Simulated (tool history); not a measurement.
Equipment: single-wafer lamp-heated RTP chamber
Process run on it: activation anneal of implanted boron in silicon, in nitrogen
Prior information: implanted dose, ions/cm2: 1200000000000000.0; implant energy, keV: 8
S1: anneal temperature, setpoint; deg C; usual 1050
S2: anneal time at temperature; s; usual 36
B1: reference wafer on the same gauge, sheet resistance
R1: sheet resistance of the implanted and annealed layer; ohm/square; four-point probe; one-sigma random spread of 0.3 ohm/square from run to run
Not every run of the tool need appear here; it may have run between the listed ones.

run     day    S1  S2      B1      R1
  1       0  1050  36  105.99   106.8
  2   0.312  1050  36  105.99  107.12
  3   0.712  1050  36  106.04  106.99
  4   1.238  1050  47  105.93  105.35
  5   1.667  1050  47  105.97  105.11
  6   1.992  1050  47  105.94  105.47
  7   2.571  1050  36  106.04  106.84
  8   3.308  1050  36  106.06  107.07
  9   3.625  1050  36     106  107.13
 10   4.229  1050  43  105.89  105.61
 11   4.821  1050  36  106.04   107.2
 12   5.546  1050  29  105.89  108.36
      5.938  -- reflector plate cleaned
      6.533  -- pyrometer window cleaned and pyrometer calibrated
 13   6.554  1050  29  105.99  111.03
 14   6.767  1050  36     106   109.3
      6.896  -- gauge calibrated
 15   7.508  1050  36  105.96  108.81
 16   8.179  1050  36  106.03  108.17
 17   8.888  1067  57  105.86  103.49
 18   9.192  1029  36  106.05  115.25
 19   9.717  1050  36  105.84  107.94
 20  10.308  1050  36  105.94  106.81
 21  10.921  1050  36  105.96  106.99
 22  11.638  1026  25  106.02   118.2
 23  12.192  1071  27  106.05  106.38
 24  12.508  1076  47  105.92  103.96
 25  12.917  1041  36  106.06  109.06
 26  13.396  1026  42  106.03  113.53
 27  13.867  1050  36  106.01  107.04
     14.254  -- gauge calibrated
 28  14.317  1063  36  106.12  105.59
 29   14.95  1050  30  106.04  108.11

Run by run, hidden condition taken away, random variation retained:
Unlogged tool condition in this case: true wafer temperature minus pyrometer reading, K; wafer temperature error from the tarnished reflector plate, K; gauge reads high (%).
run      R1
  1  109.29
  2  109.63
  3  109.53
  4  107.54
  5  107.31
  6   107.7
  7  109.49
  8  109.76
  9  109.83
 10  108.04
 11  109.94
 12  111.43
 13  111.41
 14  109.82
 15  109.82
 16  109.52
 17   103.9
 18  118.37
 19  109.86
 20  108.86
 21  109.18
 22  122.51
 23  107.57
 24  104.38
 25  112.75
 26  118.47
 27  109.63
 28  106.88
 29  111.05

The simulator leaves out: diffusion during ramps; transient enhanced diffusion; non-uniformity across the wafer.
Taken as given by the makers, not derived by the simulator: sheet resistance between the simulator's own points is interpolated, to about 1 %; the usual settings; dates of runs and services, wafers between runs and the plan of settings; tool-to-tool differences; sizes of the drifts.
